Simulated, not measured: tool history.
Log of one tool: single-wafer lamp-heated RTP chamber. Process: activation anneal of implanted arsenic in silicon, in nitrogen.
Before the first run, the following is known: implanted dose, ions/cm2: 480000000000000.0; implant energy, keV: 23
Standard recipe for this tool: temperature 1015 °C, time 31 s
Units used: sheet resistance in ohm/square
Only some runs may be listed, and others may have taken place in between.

run   hour  temperature  time  wafers since the last listed run  wafers since the last pyrometer calibration  wafers since the reflector plate was cleaned  hours since the gauge calibration  read-back reference wafer on the same gauge, sheet resistance  sheet resistance
  1    0.0         1015    40                                 0                                         3120                                          2295                              286.2                                                         173.98            200.11
      23.5  -- pyrometer window cleaned and pyrometer calibrated
  2   40.5         1035    17                               469                                          245                                          2765                              326.7                                                         174.00            203.90
  3   99.5         1035    17                               853                                         1098                                          3618                              385.7                                                         174.00            202.83
  4  155.2         1035    17                               805                                         1903                                          4423                              441.4                                                         173.93            203.06
  5  223.9         1015    31                               993                                         2896                                          5417                              510.1                                                         174.00            201.73
  6  269.4         1015    31                               657                                         3554                                          6074                              555.6                                                         173.97            201.37
  7  297.7         1015    31                               409                                         3963                                          6484                              583.9                                                         174.01            200.42
     307.9  -- pyrometer window cleaned and pyrometer calibrated
  8  368.1         1015    31                               902                                          870                                          7386                              654.3                                                         173.99            201.99
     404.3  -- gauge calibrated
     419.4  -- reflector plate cleaned
  9  419.9         1015    31                               633                                         1503                                             7                               15.6                                                         174.09            201.76
 10  447.1         1015    31                               393                                         1896                                           400                               42.8                                                         173.98            201.66
 11  485.6         1025    31                               556                                         2453                                           957                               81.3                                                         174.04            200.09
 12  542.6          988    40                               824                                         3277                                          1781                              138.3                                                         173.99            202.92
     568.5  -- pyrometer window cleaned and pyrometer calibrated
 13  605.6         1035    31                               795                                          536                                          2576                              201.3                                                         173.95            199.81
 14  649.1          988    31                               628                                         1165                                          3205                              244.8                                                         174.00            205.60
 15  699.5         1043    31                               728                                         1894                                          3934                              295.2                                                         174.01            196.93
 16  753.6         1033    31                               782                                         2676                                          4716                              349.3                                                         173.99            198.84
 17  804.6         1035    17                               737                                         3413                                          5453                              400.3                                                         174.01            201.75
     856.1  -- pyrometer window cleaned and pyrometer calibrated
 18  861.3          987    18                               704                                           75                                          6158                              457.0                                                         174.06            208.60
     928.8  -- reflector plate cleaned
 19  929.3          988    40                               867                                          943                                             7                              525.0                                                         174.02            203.89
 20  964.0         1037    18                               501                                         1444                                           509                              559.7                                                         173.97            202.22

For each run, what was the tool's unlogged condition?
wafer temperature error from the tarnished reflector plate, K: 0, the same for each run
gauge reads high (%): 0, the same for each run
H1: true wafer temperature minus pyrometer reading, K
run    H1
  1  11.3
  2  1.47
  3  4.17
  4  6.72
  5  9.86
  6  11.9
  7  13.2
  8  5.23
  9   7.6
 10  8.85
 11  10.6
 12  13.2
 13  2.84
 14  4.82
 15  7.13
 16   9.6
 17  11.9
 18  1.36
 19  4.47
 20  6.05

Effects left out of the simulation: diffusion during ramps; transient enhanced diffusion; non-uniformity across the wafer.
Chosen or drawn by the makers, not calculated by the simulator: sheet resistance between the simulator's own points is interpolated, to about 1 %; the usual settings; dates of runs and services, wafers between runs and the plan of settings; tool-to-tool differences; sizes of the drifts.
